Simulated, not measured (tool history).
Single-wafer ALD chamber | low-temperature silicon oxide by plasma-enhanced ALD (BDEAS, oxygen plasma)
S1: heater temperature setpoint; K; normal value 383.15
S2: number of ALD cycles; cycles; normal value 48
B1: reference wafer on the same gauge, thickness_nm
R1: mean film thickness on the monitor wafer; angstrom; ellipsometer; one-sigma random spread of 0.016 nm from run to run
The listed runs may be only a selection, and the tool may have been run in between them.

Run 1, hour 0: usual settings; B1 5.422. Result: R1 62.69 angstrom.
Run 2, hour 20.2: usual settings; B1 5.438. Result: R1 62.33 angstrom.
Run 3, hour 42.4: usual settings; B1 5.427. Result: R1 62.33 angstrom.
Run 4, hour 70.2: usual settings; B1 5.429. Result: R1 62.17 angstrom.
Run 5, hour 91.6: usual settings; B1 5.436. Result: R1 62.24 angstrom.
Run 6, hour 121.7: usual settings; B1 5.429. Result: R1 62.37 angstrom.
Run 7, hour 149.7: usual settings; B1 5.431. Result: R1 62.42 angstrom.
Run 8, hour 163.6: usual settings; B1 5.427. Result: R1 62.27 angstrom.
Run 9, hour 198.1: usual settings; B1 5.425. Result: R1 62.3 angstrom.
Run 10, hour 234: usual settings; B1 5.431. Result: R1 62.54 angstrom.
Run 11, hour 252: usual settings; B1 5.429. Result: R1 62.47 angstrom.
Run 12, hour 277.3: usual settings; B1 5.437. Result: R1 62.43 angstrom.
Run 13, hour 299: usual settings but S1 395.15 K; B1 5.428. Result: R1 61.21 angstrom.
Run 14, hour 315.4: usual settings but S1 395.15 K; B1 5.423. Result: R1 61.39 angstrom.
Run 15, hour 329.6: usual settings; B1 5.433. Result: R1 62.54 angstrom.
Run 16, hour 342.1: usual settings; B1 5.426. Result: R1 62.65 angstrom.
Run 17, hour 367.2: usual settings; B1 5.425. Result: R1 62.48 angstrom.
Run 18, hour 401.1: usual settings; B1 5.433. Result: R1 62.4 angstrom.
Run 19, hour 414.2: usual settings but S1 371.15 K, S2 46 cycles; B1 5.436. Result: R1 60.89 angstrom.
Run 20, hour 446.2: usual settings but S2 57 cycles; B1 5.428. Result: R1 74.16 angstrom.
Run 21, hour 475: usual settings but S2 56 cycles; B1 5.433. Result: R1 72.92 angstrom.
Run 22, hour 502.1: usual settings but S1 392.15 K, S2 39 cycles; B1 5.425. Result: R1 49.94 angstrom.
Run 23, hour 532.9: usual settings; B1 5.435. Result: R1 62.25 angstrom.
Run 24, hour 633.8: usual settings but S1 377.15 K, S2 50 cycles; B1 5.424. Result: R1 65.48 angstrom.
Run 25, hour 668.4: usual settings but S1 397.15 K, S2 40 cycles; B1 5.43. Result: R1 50.61 angstrom.
Run 26, hour 690.2: usual settings but S1 396.15 K, S2 39 cycles; B1 5.431. Result: R1 49.7 angstrom.
Run 27, hour 709.9: usual settings but S1 398.15 K, S2 41 cycles; B1 5.432. Result: R1 52.01 angstrom.
Run 28, hour 736.1: usual settings but S2 43 cycles; B1 5.434. Result: R1 55.71 angstrom.
Run 29, hour 751: usual settings but S1 370.15 K, S2 53 cycles; B1 5.429. Result: R1 70.96 angstrom.
Run 30, hour 775.3: usual settings; B1 5.423. Result: R1 62.5 angstrom.
Run 31, hour 809.1: usual settings; B1 5.437. Result: R1 62.66 angstrom.
Run 32, hour 834.8: usual settings but S1 378.15 K, S2 56 cycles; B1 5.428. Result: R1 73.53 angstrom.

Not shown here: 2 entries made in the log between runs. Locate each between two listed runs and compare the hidden state at the listed run before it with the hidden state at the listed run after it:
Logged between run 17 and run 18: thermocouple changed; heater temperature recalibrated (hour 390)
  no hidden state differs between the two runs
Logged between run 23 and run 24: gauge calibrated (hour 572)
  no hidden state differs between the two runs
